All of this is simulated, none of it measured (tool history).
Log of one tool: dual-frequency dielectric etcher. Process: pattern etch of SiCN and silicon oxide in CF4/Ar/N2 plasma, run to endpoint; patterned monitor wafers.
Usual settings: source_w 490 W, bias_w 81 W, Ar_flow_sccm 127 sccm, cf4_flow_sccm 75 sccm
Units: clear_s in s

| run | hour | source_w | bias_w | Ar_flow_sccm | cf4_flow_sccm | incoming incoming film thickness, nm | clear_s |
|---|---|---|---|---|---|---|---|
| 1 | 0.0 | 490 | 69 | 127 | 75 | 14.79 | 16.3 |
| 2 | 23.4 | 490 | 69 | 127 | 75 | 14.78 | 16.3 |
| 3 | 99.1 | 490 | 69 | 127 | 75 | 14.56 | 15.9 |
| 4 | 124.0 | 490 | 81 | 127 | 83 | 14.87 | 14.9 |
| 5 | 136.0 | 490 | 81 | 127 | 83 | 14.68 | 14.8 |
| 6 | 155.5 | 490 | 81 | 127 | 83 | 14.86 | 14.9 |
|  | 220.8 | wet clean of the chamber |
| 7 | 222.7 | 490 | 81 | 127 | 75 | 14.79 | 16.2 |
| 8 | 250.2 | 490 | 81 | 127 | 75 | 14.77 | 15.9 |
| 9 | 276.2 | 490 | 81 | 127 | 75 | 14.71 | 15.7 |
|  | 289.1 | Ar flow controller replaced |
|  | 297.6 | CF4 flow controller replaced |
| 10 | 298.1 | 490 | 81 | 148 | 75 | 14.73 | 16.2 |
|  | 319.6 | bias power generator calibrated |
| 11 | 321.0 | 490 | 81 | 104 | 85 | 14.87 | 15.1 |
| 12 | 347.4 | 530 | 86 | 127 | 88 | 14.87 | 13.7 |
| 13 | 374.0 | 560 | 100 | 116 | 62 | 14.67 | 13.1 |
|  | 407.2 | upper electrode replaced |
| 14 | 407.7 | 410 | 81 | 127 | 83 | 14.77 | 18.7 |
| 15 | 433.4 | 490 | 81 | 127 | 75 | 14.80 | 15.5 |
| 16 | 461.3 | 490 | 81 | 127 | 75 | 14.84 | 15.7 |
|  | 467.1 | source power generator calibrated |
| 17 | 487.8 | 490 | 81 | 127 | 75 | 14.76 | 15.6 |
| 18 | 500.1 | 440 | 81 | 127 | 75 | 14.73 | 17.3 |
| 19 | 533.4 | 440 | 81 | 127 | 85 | 14.82 | 17.1 |
| 20 | 569.0 | 610 | 81 | 127 | 75 | 14.85 | 12.1 |
| 21 | 584.5 | 490 | 62 | 127 | 75 | 14.85 | 16.7 |
| 22 | 618.4 | 490 | 81 | 127 | 75 | 14.78 | 15.4 |

Forecast each of these 3 alternatives for the next run:
| A | 618.8 | 490 | 81 | 127 | 75 | 14.94 | ? |
| B | 618.8 | 580 | 92 | 108 | 75 | 14.94 | ? |
| C | 618.8 | 430 | 81 | 127 | 62 | 14.94 | ? |

| run | clear_s |
|---|---|
| A | 15.4 |
| B | 12.0 |
| C | 18.8 |
Without the tool's hidden state the same runs would have given:
| run | clear_s |
|---|---|
| A | 16.0 |
| B | 12.5 |
| C | 19.4 |
